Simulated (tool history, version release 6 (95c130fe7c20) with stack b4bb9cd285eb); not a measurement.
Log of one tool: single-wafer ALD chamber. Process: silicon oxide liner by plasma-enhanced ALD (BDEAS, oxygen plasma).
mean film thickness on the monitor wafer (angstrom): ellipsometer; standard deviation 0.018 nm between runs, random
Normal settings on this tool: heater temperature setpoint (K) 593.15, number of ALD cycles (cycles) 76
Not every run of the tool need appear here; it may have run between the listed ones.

run   hour  heater temperature setpoint (K)  number of ALD cycles (cycles)  read-back reference wafer on the same gauge, thickness_nm  mean film thickness on the monitor wafer (angstrom)
  1    0.0                           601.15                             76                                                      7.690                                                70.20
  2   14.7                           601.15                             76                                                      7.675                                                70.23
  3   27.2                           587.15                             76                                                      7.675                                                72.00
  4   39.3                           587.15                             76                                                      7.666                                                71.72
  5   57.2                           587.15                             76                                                      7.655                                                71.69
  6   69.4                           593.15                             86                                                      7.650                                                80.41
  7   87.4                           593.15                             85                                                      7.650                                                79.62
  8   97.6                           593.15                             85                                                      7.654                                                79.07
  9  114.4                           602.15                             76                                                      7.650                                                70.07
 10  127.2                           602.15                             76                                                      7.643                                                70.01
 11  144.4                           602.15                             76                                                      7.645                                                70.25
 12  150.9                           593.15                             76                                                      7.644                                                70.68
 13  161.6                           593.15                             76                                                      7.640                                                70.65
 14  172.4                           586.15                             86                                                      7.638                                                81.29
 15  180.9                           589.15                             76                                                      7.633                                                71.61
 16  194.2                           593.15                             76                                                      7.639                                                70.81
 17  205.3                           593.15                             76                                                      7.634                                                70.60

Expected results for the next run?
     206.0  -- gauge calibrated
 18  219.6                           587.15                             76                                                          ?                                                    ?

For run 18 the tool returned read-back reference wafer on the same gauge, thickness_nm 7.720, mean film thickness on the monitor wafer (angstrom) 72.56.
Had the tool carried no hidden state, the very same run would have given mean film thickness on the monitor wafer (angstrom) 72.69.
